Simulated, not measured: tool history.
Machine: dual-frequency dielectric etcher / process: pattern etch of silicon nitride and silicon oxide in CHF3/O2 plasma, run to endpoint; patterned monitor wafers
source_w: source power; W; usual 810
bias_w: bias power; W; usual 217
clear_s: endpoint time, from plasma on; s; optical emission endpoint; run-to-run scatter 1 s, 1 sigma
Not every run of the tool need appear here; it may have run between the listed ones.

run,hour,source_w,bias_w,"incoming incoming film thickness, nm",clear_s
1,0,730,231,203.6,124.2
2,55.5,730,231,204.7,128
3,80.8,730,231,204.6,126.1
# hour 120.6: wet clean of the chamber
4,150.4,810,217,204,119.3
5,194.6,810,217,200.8,116.5
6,263.5,810,217,204.7,119.7
# hour 333.8: upper electrode replaced
7,334.3,650,217,205.3,135.3
8,352.4,650,217,206.4,137.5
9,404.2,810,217,204.8,119.7
# hour 440.6: bias power generator calibrated
# hour 483.6: wet clean of the chamber
10,484.1,970,261,203.8,105.1
11,531,690,184,206.4,137.2
12,583.9,920,217,204.8,113.2
# hour 600.6: source power generator calibrated
13,649.4,760,183,205,129.6
14,701.2,1000,217,204.8,108.9
15,766.9,870,237,204,112.7
16,825.7,810,217,205.1,119.2

The next listed run, before its measurement:
# hour 891: wet clean of the chamber
17,891.5,890,173,203.5,?

{"run 17": {"clear_s": 118.1}}
With no hidden state in the tool, this same run would have given clear_s 118.1 s.
